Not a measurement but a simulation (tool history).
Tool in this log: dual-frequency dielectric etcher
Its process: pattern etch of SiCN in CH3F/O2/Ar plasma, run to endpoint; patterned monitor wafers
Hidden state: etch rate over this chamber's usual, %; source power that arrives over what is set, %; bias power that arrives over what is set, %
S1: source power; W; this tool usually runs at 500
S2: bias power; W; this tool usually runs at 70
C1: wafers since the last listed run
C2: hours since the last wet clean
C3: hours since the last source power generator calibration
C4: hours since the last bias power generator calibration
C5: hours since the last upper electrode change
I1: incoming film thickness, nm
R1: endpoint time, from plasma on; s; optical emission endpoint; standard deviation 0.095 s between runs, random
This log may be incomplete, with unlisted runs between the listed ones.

Run 1, hour 0: usual settings; C1 0; C2 195.6; C3 291.1; C4 2153.7; C5 3149; I1 9.75. Result: R1 23.6 s.
Run 2, hour 77.1: usual settings; C1 924; C2 272.7; C3 368.2; C4 2230.8; C5 3226.1; I1 9.87. Result: R1 24 s.
Run 3, hour 165.6: usual settings; C1 1061; C2 361.2; C3 456.7; C4 2319.3; C5 3314.6; I1 9.82. Result: R1 24 s.
Run 4, hour 253.3: usual settings; C1 1051; C2 448.9; C3 544.4; C4 2407; C5 3402.3; I1 9.87. Result: R1 24.2 s.
Run 5, hour 298.8: usual settings; C1 545; C2 494.4; C3 589.9; C4 2452.5; C5 3447.8; I1 9.88. Result: R1 24.4 s.
Run 6, hour 374.5: usual settings; C1 907; C2 570.1; C3 665.6; C4 2528.2; C5 3523.5; I1 9.78. Result: R1 24.3 s.
At hour 402.7: wet clean of the chamber.
Run 7, hour 449.1: usual settings but S1 540 W, S2 74 W; C1 606; C2 46.4; C3 740.2; C4 2602.8; C5 3598.1; I1 9.78. Result: R1 22.6 s.
Run 8, hour 714.6: usual settings but S1 540 W, S2 74 W; C1 3183; C2 311.9; C3 1005.7; C4 2868.3; C5 3863.6; I1 9.71. Result: R1 22.8 s.
Run 9, hour 808.7: usual settings but S1 540 W, S2 74 W; C1 1128; C2 406; C3 1099.8; C4 2962.4; C5 3957.7; I1 9.86. Result: R1 23.3 s.
Run 10, hour 915: usual settings; C1 1274; C2 512.3; C3 1206.1; C4 3068.7; C5 4064; I1 9.85. Result: R1 24.8 s.
At hour 1035.9: wet clean of the chamber.
Run 11, hour 1122.4: usual settings; C1 2199; C2 86.5; C3 1413.5; C4 3276.1; C5 4271.4; I1 9.81. Result: R1 23.9 s.
Run 12, hour 1214.8: usual settings; C1 1107; C2 178.9; C3 1505.9; C4 3368.5; C5 4363.8; I1 9.74. Result: R1 23.8 s.
Run 13, hour 1510.8: usual settings; C1 3549; C2 474.9; C3 1801.9; C4 3664.5; C5 4659.8; I1 9.79. Result: R1 24.4 s.
Run 14, hour 1616: usual settings; C1 1261; C2 580.1; C3 1907.1; C4 3769.7; C5 4765; I1 9.8. Result: R1 24.7 s.
At hour 1672.3: upper electrode replaced, of another model than before.
Run 15, hour 1719.4: usual settings but S1 540 W, S2 64 W; C1 952; C2 683.5; C3 2010.5; C4 3873.1; C5 47.1; I1 9.8. Result: R1 25.1 s.
At hour 1740.9: source power generator calibrated.
At hour 1746.4: wet clean of the chamber.
Run 16, hour 1824.7: usual settings but S1 570 W, S2 65 W; C1 1148; C2 78.3; C3 83.8; C4 3978.4; C5 152.4; I1 9.83. Result: R1 23.6 s.
Run 17, hour 1873.3: usual settings but S1 600 W, S2 53 W; C1 582; C2 126.9; C3 132.4; C4 4027; C5 201; I1 9.88. Result: R1 25.7 s.
Run 18, hour 1941.6: usual settings but S2 83 W; C1 818; C2 195.2; C3 200.7; C4 4095.3; C5 269.3; I1 9.94. Result: R1 22.8 s.
Run 19, hour 1997.1: usual settings but S1 440 W; C1 665; C2 250.7; C3 256.2; C4 4150.8; C5 324.8; I1 9.74. Result: R1 24.8 s.
Run 20, hour 2089.8: usual settings but S1 580 W; C1 1111; C2 343.4; C3 348.9; C4 4243.5; C5 417.5; I1 9.89. Result: R1 23.5 s.
At hour 2298.6: wet clean of the chamber.
At hour 2350.5: bias power generator calibrated.
Run 21, hour 2371.4: usual settings but S1 410 W, S2 81 W; C1 3040; C2 72.8; C3 630.5; C4 20.9; C5 699.1; I1 9.89. Result: R1 24 s.
Run 22, hour 2414.7: usual settings; C1 519; C2 116.1; C3 673.8; C4 64.2; C5 742.4; I1 9.85. Result: R1 23.9 s.
Run 23, hour 2513.2: usual settings but S1 540 W, S2 64 W; C1 1181; C2 214.6; C3 772.3; C4 162.7; C5 840.9; I1 9.81. Result: R1 24.4 s.
Run 24, hour 2782.5: usual settings but S1 430 W, S2 84 W; C1 3229; C2 483.9; C3 1041.6; C4 432; C5 1110.2; I1 9.86. Result: R1 23.9 s.
Run 25, hour 2887.9: usual settings but S1 610 W, S2 63 W; C1 1263; C2 589.3; C3 1147; C4 537.4; C5 1215.6; I1 9.83. Result: R1 24.3 s.
At hour 2912.1: wet clean of the chamber.
Run 26, hour 2982.9: usual settings but S2 54 W; C1 851; C2 70.8; C3 1242; C4 632.4; C5 1310.6; I1 9.86. Result: R1 26.7 s.
Run 27, hour 3069.8: usual settings; C1 1041; C2 157.7; C3 1328.9; C4 719.3; C5 1397.5; I1 9.8. Result: R1 24 s.
Run 28, hour 3145.4: usual settings; C1 906; C2 233.3; C3 1404.5; C4 794.9; C5 1473.1; I1 9.79. Result: R1 24 s.
Run 29, hour 3247.4: usual settings but S1 620 W, S2 83 W; C1 1223; C2 335.3; C3 1506.5; C4 896.9; C5 1575.1; I1 9.83. Result: R1 21.2 s.

What the log doesn't show, run by run:
source power that arrives over what is set, %: 0 on each run
bias power that arrives over what is set, %: 0 on each run
H1: etch rate over this chamber's usual, %
run      H1
  1  -0.492
  2  -0.998
  3   -1.58
  4   -2.16
  5   -2.45
  6   -2.95
  7  -0.423
  8   -2.17
  9   -2.78
 10   -3.48
 11  -0.469
 12   -1.08
 13   -3.02
 14   -3.71
 15   -4.39
 16   -1.02
 17   -1.34
 18   -1.79
 19   -2.15
 20   -2.76
 21  -0.559
 22  -0.843
 23   -1.49
 24   -3.26
 25   -3.95
 26  -0.672
 27   -1.24
 28   -1.74
 29   -2.41
